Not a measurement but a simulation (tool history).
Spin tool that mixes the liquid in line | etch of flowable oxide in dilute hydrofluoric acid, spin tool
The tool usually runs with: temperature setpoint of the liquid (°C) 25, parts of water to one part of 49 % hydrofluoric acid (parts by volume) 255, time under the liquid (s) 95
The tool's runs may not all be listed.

| run | day | temperature setpoint of the liquid (°C) | parts of water to one part of 49 % hydrofluoric acid (parts by volume) | time under the liquid (s) | wafers since the last listed run | hours since the thermometer was replaced | hours since the hydrofluoric acid flow meter was replaced | hours since the gauge calibration | read-back film thickness of the flowable oxide reference wafer, read on the same gauge (nm) | thickness taken off the flowable oxide on a monitor wafer (nm) |
|---|---|---|---|---|---|---|---|---|---|---|
| 1 | 0 | 25 | 355 | 95 | 0 | 1983.8 | 1732.9 | 118.8 | 59.99 | 10.17 |
| 2 | 1.492 | 25 | 255 | 95 | 242 | 2019.6 | 1768.7 | 154.6 | 59.99 | 15.93 |
| 3 | 2.075 | 25 | 255 | 95 | 95 | 2033.6 | 1782.7 | 168.6 | 60 | 15.82 |
| 4 | 3.117 | 25 | 255 | 95 | 169 | 2058.6 | 1807.7 | 193.6 | 60.01 | 15.79 |
| 5 | 4.383 | 25 | 255 | 95 | 206 | 2089 | 1838.1 | 224 | 59.99 | 15.91 |
| 6 | 5.75 | 28.5 | 255 | 95 | 222 | 2121.8 | 1870.9 | 256.8 | 60.02 | 17.68 |
| 7 | 6.662 | 25 | 255 | 95 | 148 | 2143.7 | 1892.8 | 278.7 | 60.01 | 15.95 |
| 8 | 7.792 | 25 | 255 | 95 | 183 | 2170.8 | 1919.9 | 305.8 | 59.98 | 15.75 |
| 9 | 8.5 | 25 | 255 | 95 | 115 | 2187.8 | 1936.9 | 322.8 | 60 | 15.7 |
|  | 8.654 | hydrofluoric acid flow meter replaced |
| 10 | 9.917 | 25 | 255 | 95 | 223 | 2221.8 | 30.3 | 356.8 | 59.98 | 18.06 |
|  | 10.462 | thermometer replaced |
|  | 10.554 | gauge calibrated |
| 11 | 10.625 | 25 | 255 | 95 | 108 | 3.9 | 47.3 | 1.7 | 59.99 | 16.15 |
| 12 | 11.288 | 25 | 255 | 95 | 107 | 19.8 | 63.2 | 17.6 | 60.01 | 16.33 |
| 13 | 12.008 | 28.5 | 255 | 55 | 117 | 37.1 | 80.5 | 34.9 | 60 | 10.55 |
| 14 | 12.721 | 25 | 255 | 95 | 116 | 54.2 | 97.6 | 52 | 60.02 | 16.18 |
| 15 | 14.217 | 25 | 255 | 50 | 243 | 90.1 | 133.5 | 87.9 | 59.99 | 8.46 |
| 16 | 14.979 | 20.5 | 160 | 95 | 124 | 108.4 | 151.8 | 106.2 | 59.99 | 23.91 |
| 17 | 16.017 | 25 | 255 | 95 | 168 | 133.3 | 176.7 | 131.1 | 60.01 | 16.2 |
| 18 | 16.925 | 25 | 180 | 120 | 147 | 155.1 | 198.5 | 152.9 | 59.99 | 31.13 |
| 19 | 17.621 | 25 | 255 | 110 | 113 | 171.8 | 215.2 | 169.6 | 60.03 | 18.64 |
| 20 | 18.712 | 25 | 300 | 65 | 177 | 198 | 241.4 | 195.8 | 59.99 | 8.99 |
| 21 | 19.396 | 21.5 | 255 | 95 | 111 | 214.4 | 257.8 | 212.2 | 59.99 | 14.26 |
| 22 | 20.475 | 28 | 295 | 125 | 175 | 240.3 | 283.7 | 238.1 | 60.01 | 19.36 |
|  | 23.683 | gauge calibrated |
| 23 | 23.775 | 25 | 255 | 95 | 537 | 319.5 | 362.9 | 2.2 | 60.01 | 16.03 |

Give the tool's hidden conditions for every run:
gauge reads high (%): 0 on each run
H1: liquid hotter than its thermometer reads (K)
H2: hydrofluoric acid flow below the setpoint (%)
| run | H1 | H2 |
|---|---|---|
| 1 | 2.8 | 10.5 |
| 2 | 2.84 | 10.7 |
| 3 | 2.86 | 10.8 |
| 4 | 2.88 | 10.9 |
| 5 | 2.92 | 11.1 |
| 6 | 2.95 | 11.3 |
| 7 | 2.98 | 11.4 |
| 8 | 3.01 | 11.6 |
| 9 | 3.03 | 11.7 |
| 10 | 3.06 | 2.23 |
| 11 | 0.0403 | 2.32 |
| 12 | 0.0579 | 2.42 |
| 13 | 0.0771 | 2.51 |
| 14 | 0.096 | 2.61 |
| 15 | 0.136 | 2.82 |
| 16 | 0.156 | 2.92 |
| 17 | 0.183 | 3.07 |
| 18 | 0.208 | 3.19 |
| 19 | 0.226 | 3.29 |
| 20 | 0.255 | 3.44 |
| 21 | 0.273 | 3.53 |
| 22 | 0.302 | 3.68 |
| 23 | 0.389 | 4.13 |
